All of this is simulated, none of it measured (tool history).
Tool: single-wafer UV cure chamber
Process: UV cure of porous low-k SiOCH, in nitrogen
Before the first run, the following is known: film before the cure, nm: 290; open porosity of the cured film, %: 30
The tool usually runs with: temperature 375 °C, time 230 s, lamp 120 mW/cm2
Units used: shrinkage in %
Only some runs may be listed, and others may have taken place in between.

run	hour	temperature	time	lamp	shrinkage
1	0.0	375	180	120	12.812
2	6.1	375	180	120	12.724
3	15.5	375	230	120	14.093
4	24.6	375	230	120	14.190
5	34.4	375	230	120	14.053
6	40.7	375	230	120	13.925
7	53.1	375	230	120	14.150
8	67.7	375	280	120	15.155
9	74.8	375	280	120	15.166
10	85.4	375	230	131	14.496
11	101.6	375	230	131	14.527
12	118.3	375	230	143	14.906
13	129.8	375	230	143	14.918
14	139.4	375	230	143	15.093
# hour 170.1: quartz window cleaned
15	171.5	382	230	105	14.826
16	189.0	382	230	105	14.551
17	229.5	375	230	120	14.924
18	237.7	375	230	120	14.810
19	250.5	375	230	152	16.085
20	257.4	366	350	120	17.138
21	272.7	391	95	134	11.189
22	283.3	375	230	120	14.689
23	296.8	389	230	120	14.804
24	308.5	367	315	120	16.333
25	323.9	375	230	120	14.515
26	333.5	375	290	138	16.713
# hour 347.5: UV bulbs replaced
27	348.0	375	115	120	11.039
28	348.4	391	130	110	11.463
29	365.5	375	230	131	15.075
30	377.8	375	105	102	9.789
31	388.5	375	230	96	13.386
32	394.6	375	325	120	16.366
33	410.2	365	365	147	17.863
34	421.0	380	230	120	14.577
35	430.2	375	230	120	14.589
36	438.9	367	285	104	14.665
37	449.9	357	230	95	12.931

Alternative continuations, all from the tool just after run 37; predict every row:
A	450.4	375	185	120	?
B	450.4	368	345	159	?
C	450.4	375	160	120	?

run	shrinkage
A	13.318
B	18.106
C	12.558
With no hidden state in the tool, these same runs would have given:
run	shrinkage
A	14.123
B	18.961
C	13.353
